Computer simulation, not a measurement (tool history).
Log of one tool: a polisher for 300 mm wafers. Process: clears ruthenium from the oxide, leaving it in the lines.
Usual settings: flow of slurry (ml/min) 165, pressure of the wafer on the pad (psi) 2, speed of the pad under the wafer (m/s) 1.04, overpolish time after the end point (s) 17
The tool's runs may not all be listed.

run	hour	flow of slurry (ml/min)	pressure of the wafer on the pad (psi)	speed of the pad under the wafer (m/s)	overpolish time after the end point (s)	incoming thickness of the incoming film, nm	time until the end point was called (s)
1	0	120	2	1.2	17	118.6	90.3
2	33.3	120	2	1.2	17	118	90.9
# hour 40.7: worn pad replaced by a new one
# hour 60.1: slurry nozzle cleaned
3	68.9	165	2	1.04	17	119.8	90.2
4	118.7	165	2	1.04	17	120.8	89.8
5	171.4	165	2	1.04	17	121.2	95.9
6	202.8	165	2	1.04	17	119.4	95.3
7	243.7	165	2	0.88	17	119.6	102.3
# hour 254.9: worn pad replaced by a new one
8	277.5	165	2	0.88	17	121.5	105.2
9	327.8	165	2	0.88	17	121.5	102.9
10	365.3	190	2.2	0.82	10	119.6	102.8
# hour 409.8: slurry nozzle cleaned
11	426.4	215	2	1.04	21	119.6	85
# hour 435.1: head pressure recalibrated
# hour 469.2: worn pad replaced by a new one
12	477	185	1.7	1.4	22	118.3	82.6
13	523.3	120	2	1.2	17	119.2	91.7
14	575.6	165	2	1.04	17	120.9	95.5
15	616.3	115	2	0.78	17	121.4	121.9
# hour 637.3: worn pad replaced by a new one
16	644.7	190	2.3	1.04	9	119.7	88.1
# hour 678.2: slurry nozzle cleaned
17	678.7	165	2	1.04	17	122.4	93.5

Forecast run 18:
18	747.6	120	1.7	1.16	23	119.7	?

Run 18 gave time until the end point was called (s) 99.1.
Without the tool's hidden state the same run would have given time until the end point was called (s) 94.8.
